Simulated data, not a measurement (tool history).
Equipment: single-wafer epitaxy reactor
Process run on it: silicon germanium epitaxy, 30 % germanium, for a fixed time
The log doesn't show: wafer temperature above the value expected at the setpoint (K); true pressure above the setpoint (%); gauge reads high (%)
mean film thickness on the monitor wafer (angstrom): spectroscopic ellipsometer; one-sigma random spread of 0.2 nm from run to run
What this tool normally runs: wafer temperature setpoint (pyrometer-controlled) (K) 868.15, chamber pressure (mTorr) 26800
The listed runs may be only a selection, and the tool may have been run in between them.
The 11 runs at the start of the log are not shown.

run	hour	wafer temperature setpoint (pyrometer-controlled) (K)	chamber pressure (mTorr)	wafers since the last listed run	hours since the last pyrometer calibration	hours since the last manometer calibration	hours since the showerhead was replaced	hours since the gauge calibration	read-back reference wafer on the same gauge, thickness_nm	mean film thickness on the monitor wafer (angstrom)
12	151.0	868.15	26800	292	3092.8	1821.2	7493.3	21.1	73.889	555.57
13	157.8	868.15	30100	150	3099.6	1828.0	7500.1	27.9	73.908	570.51
# hour 176.3: capacitance manometer re-zeroed and calibrated
14	176.8	868.15	30100	244	3118.6	0.5	7519.1	46.9	73.821	570.40
15	204.3	868.15	26800	610	3146.1	28.0	7546.6	74.4	73.870	555.54
# hour 223.4: showerhead replaced
16	223.9	868.15	26800	257	3165.7	47.6	0.5	94.0	73.976	553.37
17	232.6	859.15	24200	193	3174.4	56.3	9.2	102.7	73.859	443.91
18	245.1	862.15	31300	277	3186.9	68.8	21.7	115.2	73.823	508.05
19	255.0	877.15	32500	219	3196.8	78.7	31.6	125.1	73.907	712.12
20	270.5	868.15	26800	344	3212.3	94.2	47.1	140.6	73.872	558.95
21	283.3	877.15	31500	284	3225.1	107.0	59.9	153.4	73.923	699.33
22	298.3	868.15	30800	332	3240.1	122.0	74.9	168.4	73.951	578.84

Run 23 is up next; what results do you expect?
23	305.4	860.15	31200	157	3247.2	129.1	82.0	175.5	?	?

Logged for run 23: read-back reference wafer on the same gauge, thickness_nm 73.917, mean film thickness on the monitor wafer (angstrom) 483.91.
Take away the tool's hidden state, keep the run-to-run variation as it was, and the same run would have given mean film thickness on the monitor wafer (angstrom) 544.51.

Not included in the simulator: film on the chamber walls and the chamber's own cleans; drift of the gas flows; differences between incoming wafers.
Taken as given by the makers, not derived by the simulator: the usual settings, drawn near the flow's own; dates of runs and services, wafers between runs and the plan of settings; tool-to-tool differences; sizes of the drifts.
